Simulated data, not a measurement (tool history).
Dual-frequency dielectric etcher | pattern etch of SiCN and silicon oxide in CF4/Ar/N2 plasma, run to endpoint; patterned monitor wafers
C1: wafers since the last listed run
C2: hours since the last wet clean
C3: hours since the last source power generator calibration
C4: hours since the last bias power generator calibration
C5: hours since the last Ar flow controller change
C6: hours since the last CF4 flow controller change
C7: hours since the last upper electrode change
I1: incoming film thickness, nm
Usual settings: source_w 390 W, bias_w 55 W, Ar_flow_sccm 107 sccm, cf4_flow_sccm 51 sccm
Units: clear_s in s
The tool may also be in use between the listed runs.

run 1 hour=0.0 | source_w=390 bias_w=55 Ar_flow_sccm=107 cf4_flow_sccm=51 | C1=0 C2=0.5 C3=1333.5 C4=3758.7 C5=1963.0 C6=3622.9 C7=4642.7 | I1=10.49 | clear_s=17.1
run 2 hour=76.2 | source_w=390 bias_w=55 Ar_flow_sccm=114 cf4_flow_sccm=51 | C1=1020 C2=76.7 C3=1409.7 C4=3834.9 C5=2039.2 C6=3699.1 C7=4718.9 | I1=10.57 | clear_s=17.3
run 3 hour=110.7 | source_w=390 bias_w=55 Ar_flow_sccm=114 cf4_flow_sccm=51 | C1=462 C2=111.2 C3=1444.2 C4=3869.4 C5=2073.7 C6=3733.6 C7=4753.4 | I1=10.54 | clear_s=17.4
run 4 hour=123.3 | source_w=390 bias_w=55 Ar_flow_sccm=107 cf4_flow_sccm=51 | C1=168 C2=123.8 C3=1456.8 C4=3882.0 C5=2086.3 C6=3746.2 C7=4766.0 | I1=10.67 | clear_s=17.2
run 5 hour=138.6 | source_w=390 bias_w=55 Ar_flow_sccm=107 cf4_flow_sccm=51 | C1=204 C2=139.1 C3=1472.1 C4=3897.3 C5=2101.6 C6=3761.5 C7=4781.3 | I1=10.61 | clear_s=17.0
-- hour=149.9 Ar flow controller replaced
run 6 hour=171.6 | source_w=390 bias_w=55 Ar_flow_sccm=107 cf4_flow_sccm=51 | C1=361 C2=172.1 C3=1505.1 C4=3930.3 C5=21.7 C6=3794.5 C7=4814.3 | I1=10.60 | clear_s=16.8
run 7 hour=202.0 | source_w=390 bias_w=55 Ar_flow_sccm=107 cf4_flow_sccm=51 | C1=407 C2=202.5 C3=1535.5 C4=3960.7 C5=52.1 C6=3824.9 C7=4844.7 | I1=10.50 | clear_s=16.7
-- hour=213.7 source power generator calibrated
run 8 hour=220.0 | source_w=450 bias_w=55 Ar_flow_sccm=107 cf4_flow_sccm=51 | C1=187 C2=220.5 C3=6.3 C4=3978.7 C5=70.1 C6=3842.9 C7=4862.7 | I1=10.61 | clear_s=15.4
-- hour=235.0 bias power generator calibrated
run 9 hour=235.5 | source_w=450 bias_w=55 Ar_flow_sccm=107 cf4_flow_sccm=51 | C1=154 C2=236.0 C3=21.8 C4=0.5 C5=85.6 C6=3858.4 C7=4878.2 | I1=10.60 | clear_s=15.4
run 10 hour=269.1 | source_w=390 bias_w=55 Ar_flow_sccm=107 cf4_flow_sccm=51 | C1=450 C2=269.6 C3=55.4 C4=34.1 C5=119.2 C6=3892.0 C7=4911.8 | I1=10.53 | clear_s=17.2
-- hour=308.0 upper electrode replaced
-- hour=310.9 CF4 flow controller replaced
run 11 hour=311.4 | source_w=330 bias_w=66 Ar_flow_sccm=107 cf4_flow_sccm=51 | C1=206 C2=311.9 C3=97.7 C4=76.4 C5=161.5 C6=0.5 C7=3.4 | I1=10.47 | clear_s=18.3
run 12 hour=325.9 | source_w=320 bias_w=44 Ar_flow_sccm=107 cf4_flow_sccm=51 | C1=194 C2=326.4 C3=112.2 C4=90.9 C5=176.0 C6=15.0 C7=17.9 | I1=10.56 | clear_s=22.2
run 13 hour=354.2 | source_w=310 bias_w=55 Ar_flow_sccm=121 cf4_flow_sccm=46 | C1=379 C2=354.7 C3=140.5 C4=119.2 C5=204.3 C6=43.3 C7=46.2 | I1=10.54 | clear_s=21.9
-- hour=384.1 wet clean of the chamber
run 14 hour=384.6 | source_w=390 bias_w=55 Ar_flow_sccm=114 cf4_flow_sccm=51 | C1=85 C2=0.5 C3=170.9 C4=149.6 C5=234.7 C6=73.7 C7=76.6 | I1=10.60 | clear_s=18.2
run 15 hour=400.8 | source_w=390 bias_w=64 Ar_flow_sccm=86 cf4_flow_sccm=43 | C1=217 C2=16.7 C3=187.1 C4=165.8 C5=250.9 C6=89.9 C7=92.8 | I1=10.69 | clear_s=16.4
run 16 hour=423.3 | source_w=390 bias_w=55 Ar_flow_sccm=132 cf4_flow_sccm=51 | C1=301 C2=39.2 C3=209.6 C4=188.3 C5=273.4 C6=112.4 C7=115.3 | I1=10.57 | clear_s=18.7
run 17 hour=441.0 | source_w=390 bias_w=55 Ar_flow_sccm=107 cf4_flow_sccm=51 | C1=237 C2=56.9 C3=227.3 C4=206.0 C5=291.1 C6=130.1 C7=133.0 | I1=10.59 | clear_s=17.7
run 18 hour=461.4 | source_w=390 bias_w=55 Ar_flow_sccm=114 cf4_flow_sccm=47 | C1=273 C2=77.3 C3=247.7 C4=226.4 C5=311.5 C6=150.5 C7=153.4 | I1=10.60 | clear_s=18.3
run 19 hour=488.9 | source_w=390 bias_w=55 Ar_flow_sccm=107 cf4_flow_sccm=51 | C1=368 C2=104.8 C3=275.2 C4=253.9 C5=339.0 C6=178.0 C7=180.9 | I1=10.73 | clear_s=17.9
run 20 hour=518.4 | source_w=390 bias_w=55 Ar_flow_sccm=114 cf4_flow_sccm=47 | C1=395 C2=134.3 C3=304.7 C4=283.4 C5=368.5 C6=207.5 C7=210.4 | I1=10.57 | clear_s=18.1
run 21 hour=541.3 | source_w=450 bias_w=55 Ar_flow_sccm=107 cf4_flow_sccm=51 | C1=306 C2=157.2 C3=327.6 C4=306.3 C5=391.4 C6=230.4 C7=233.3 | I1=10.58 | clear_s=15.6

Run 22 comes next. What will it give?
run 22 hour=555.9 | source_w=440 bias_w=41 Ar_flow_sccm=107 cf4_flow_sccm=60 | C1=195 C2=171.8 C3=342.2 C4=320.9 C5=406.0 C6=245.0 C7=247.9 | I1=10.48 | clear_s=?

Run 22 gave clear_s 17.1 s.
Without the tool's hidden state the same run would have given clear_s 17.4 s.
